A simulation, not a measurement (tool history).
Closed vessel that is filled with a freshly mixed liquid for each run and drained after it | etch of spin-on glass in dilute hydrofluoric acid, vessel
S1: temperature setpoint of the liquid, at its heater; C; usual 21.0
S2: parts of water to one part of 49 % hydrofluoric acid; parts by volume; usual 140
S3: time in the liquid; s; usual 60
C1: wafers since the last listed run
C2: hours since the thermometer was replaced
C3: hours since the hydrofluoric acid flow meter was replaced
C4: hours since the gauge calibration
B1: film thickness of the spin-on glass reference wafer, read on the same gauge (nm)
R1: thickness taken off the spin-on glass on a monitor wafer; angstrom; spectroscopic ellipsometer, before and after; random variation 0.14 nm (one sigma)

{"run": 1, "hour": 0.0, "S1": 18.0, "S2": 140, "S3": 35, "C1": 0, "C2": 736.3, "C3": 1056.6, "C4": 1709.9, "B1": 150.0, "R1": 100.9}
{"run": 2, "hour": 98.8, "S1": 18.0, "S2": 140, "S3": 35, "C1": 12720, "C2": 835.1, "C3": 1155.4, "C4": 1808.7, "B1": 150.01, "R1": 100.8}
{"hour": 120.6, "done": "thermometer replaced"}
{"run": 3, "hour": 142.3, "S1": 24.0, "S2": 180, "S3": 60, "C1": 5472, "C2": 21.7, "C3": 1198.9, "C4": 1852.2, "B1": 150.01, "R1": 165.2}
{"run": 4, "hour": 233.9, "S1": 24.0, "S2": 180, "S3": 60, "C1": 11793, "C2": 113.3, "C3": 1290.5, "C4": 1943.8, "B1": 150.02, "R1": 165.9}
{"run": 5, "hour": 327.3, "S1": 21.0, "S2": 140, "S3": 60, "C1": 12025, "C2": 206.7, "C3": 1383.9, "C4": 2037.2, "B1": 150.0, "R1": 199.6}
{"hour": 353.9, "done": "hydrofluoric acid flow meter replaced"}
{"run": 6, "hour": 372.4, "S1": 21.0, "S2": 140, "S3": 60, "C1": 5678, "C2": 251.8, "C3": 18.5, "C4": 2082.3, "B1": 149.99, "R1": 188.4}
{"run": 7, "hour": 472.8, "S1": 24.0, "S2": 85, "S3": 60, "C1": 12926, "C2": 352.2, "C3": 118.9, "C4": 2182.7, "B1": 150.02, "R1": 370.0}
{"run": 8, "hour": 540.1, "S1": 24.0, "S2": 85, "S3": 60, "C1": 8665, "C2": 419.5, "C3": 186.2, "C4": 2250.0, "B1": 149.99, "R1": 378.0}
{"run": 9, "hour": 639.6, "S1": 21.0, "S2": 140, "S3": 60, "C1": 12811, "C2": 519.0, "C3": 285.7, "C4": 2349.5, "B1": 150.0, "R1": 188.5}
{"run": 10, "hour": 700.4, "S1": 21.0, "S2": 140, "S3": 60, "C1": 7828, "C2": 579.8, "C3": 346.5, "C4": 2410.3, "B1": 149.97, "R1": 191.2}
{"run": 11, "hour": 770.7, "S1": 21.0, "S2": 140, "S3": 60, "C1": 9051, "C2": 650.1, "C3": 416.8, "C4": 2480.6, "B1": 149.97, "R1": 191.1}
{"hour": 835.5, "done": "thermometer replaced"}
{"run": 12, "hour": 843.7, "S1": 18.0, "S2": 80, "S3": 30, "C1": 9270, "C2": 8.2, "C3": 489.8, "C4": 2553.6, "B1": 150.02, "R1": 159.0}
{"run": 13, "hour": 926.3, "S1": 18.0, "S2": 90, "S3": 80, "C1": 10635, "C2": 90.8, "C3": 572.4, "C4": 2636.2, "B1": 149.98, "R1": 370.3}
{"run": 14, "hour": 1004.3, "S1": 25.0, "S2": 115, "S3": 40, "C1": 10042, "C2": 168.8, "C3": 650.4, "C4": 2714.2, "B1": 150.02, "R1": 190.9}
{"run": 15, "hour": 1112.0, "S1": 21.0, "S2": 140, "S3": 60, "C1": 13866, "C2": 276.5, "C3": 758.1, "C4": 2821.9, "B1": 150.01, "R1": 194.9}
{"run": 16, "hour": 1158.9, "S1": 23.5, "S2": 140, "S3": 45, "C1": 6038, "C2": 323.4, "C3": 805.0, "C4": 2868.8, "B1": 150.02, "R1": 162.0}
{"run": 17, "hour": 1200.8, "S1": 24.5, "S2": 180, "S3": 95, "C1": 5394, "C2": 365.3, "C3": 846.9, "C4": 2910.7, "B1": 149.99, "R1": 266.5}
{"run": 18, "hour": 1298.8, "S1": 21.0, "S2": 140, "S3": 90, "C1": 12617, "C2": 463.3, "C3": 944.9, "C4": 3008.7, "B1": 150.02, "R1": 300.2}
{"run": 19, "hour": 1356.9, "S1": 23.0, "S2": 140, "S3": 60, "C1": 7480, "C2": 521.4, "C3": 1003.0, "C4": 3066.8, "B1": 149.97, "R1": 213.7}
{"run": 20, "hour": 1459.8, "S1": 21.0, "S2": 140, "S3": 60, "C1": 13248, "C2": 624.3, "C3": 1105.9, "C4": 3169.7, "B1": 150.03, "R1": 200.6}
{"run": 21, "hour": 1554.7, "S1": 21.0, "S2": 85, "S3": 35, "C1": 12218, "C2": 719.2, "C3": 1200.8, "C4": 3264.6, "B1": 149.99, "R1": 203.3}
{"run": 22, "hour": 1597.2, "S1": 24.0, "S2": 140, "S3": 85, "C1": 5472, "C2": 761.7, "C3": 1243.3, "C4": 3307.1, "B1": 150.03, "R1": 315.5}
{"hour": 1642.6, "done": "thermometer replaced"}
{"run": 23, "hour": 1647.0, "S1": 18.0, "S2": 200, "S3": 60, "C1": 6283, "C2": 4.4, "C3": 1293.1, "C4": 3356.9, "B1": 149.99, "R1": 116.9}
{"run": 24, "hour": 1689.9, "S1": 22.5, "S2": 195, "S3": 40, "C1": 5523, "C2": 47.3, "C3": 1336.0, "C4": 3399.8, "B1": 150.01, "R1": 96.4}
{"hour": 1749.0, "done": "gauge calibrated"}
{"run": 25, "hour": 1790.3, "S1": 18.5, "S2": 190, "S3": 60, "C1": 12926, "C2": 147.7, "C3": 1436.4, "C4": 41.3, "B1": 150.03, "R1": 129.2}
{"hour": 1796.4, "done": "hydrofluoric acid flow meter replaced"}
{"run": 26, "hour": 1838.4, "S1": 21.0, "S2": 140, "S3": 60, "C1": 6064, "C2": 195.8, "C3": 42.0, "C4": 89.4, "B1": 150.0, "R1": 185.2}
{"run": 27, "hour": 1875.6, "S1": 22.5, "S2": 140, "S3": 75, "C1": 4789, "C2": 233.0, "C3": 79.2, "C4": 126.6, "B1": 149.99, "R1": 250.8}
{"run": 28, "hour": 1963.7, "S1": 21.0, "S2": 165, "S3": 60, "C1": 11343, "C2": 321.1, "C3": 167.3, "C4": 214.7, "B1": 150.01, "R1": 156.3}
{"run": 29, "hour": 2002.6, "S1": 21.0, "S2": 140, "S3": 60, "C1": 5008, "C2": 360.0, "C3": 206.2, "C4": 253.6, "B1": 149.99, "R1": 187.8}
{"run": 30, "hour": 2109.6, "S1": 23.0, "S2": 140, "S3": 90, "C1": 13776, "C2": 467.0, "C3": 313.2, "C4": 360.6, "B1": 150.0, "R1": 309.3}
{"run": 31, "hour": 2146.9, "S1": 25.0, "S2": 85, "S3": 90, "C1": 4802, "C2": 504.3, "C3": 350.5, "C4": 397.9, "B1": 149.99, "R1": 592.2}
{"hour": 2345.0, "done": "thermometer replaced"}
{"run": 32, "hour": 2449.0, "S1": 21.0, "S2": 115, "S3": 60, "C1": 38767, "C2": 104.0, "C3": 652.6, "C4": 700.0, "B1": 150.01, "R1": 244.1}
{"run": 33, "hour": 2536.7, "S1": 19.0, "S2": 160, "S3": 75, "C1": 11291, "C2": 191.7, "C3": 740.3, "C4": 787.7, "B1": 150.0, "R1": 192.6}

Forecast each of these 4 alternatives for the next run:
{"run": "A", "hour": 2537.4, "S1": 21.0, "S2": 140, "S3": 45, "C1": 90, "C2": 192.4, "C3": 741.0, "C4": 788.4, "B1": "?", "R1": "?"}
{"run": "B", "hour": 2537.4, "S1": 17.0, "S2": 105, "S3": 75, "C1": 90, "C2": 192.4, "C3": 741.0, "C4": 788.4, "B1": "?", "R1": "?"}
{"run": "C", "hour": 2537.4, "S1": 21.0, "S2": 140, "S3": 85, "C1": 90, "C2": 192.4, "C3": 741.0, "C4": 788.4, "B1": "?", "R1": "?"}
{"run": "D", "hour": 2537.4, "S1": 21.0, "S2": 175, "S3": 45, "C1": 90, "C2": 192.4, "C3": 741.0, "C4": 788.4, "B1": "?", "R1": "?"}

run=A B1=150.02 R1=145.2
run=B B1=150.02 R1=283.7
run=C B1=150.02 R1=274.2
run=D B1=150.02 R1=112.1
Without the tool's hidden state the same runs would have given:
run=A R1=137.2
run=B R1=268.6
run=C R1=259.1
run=D R1=105.8

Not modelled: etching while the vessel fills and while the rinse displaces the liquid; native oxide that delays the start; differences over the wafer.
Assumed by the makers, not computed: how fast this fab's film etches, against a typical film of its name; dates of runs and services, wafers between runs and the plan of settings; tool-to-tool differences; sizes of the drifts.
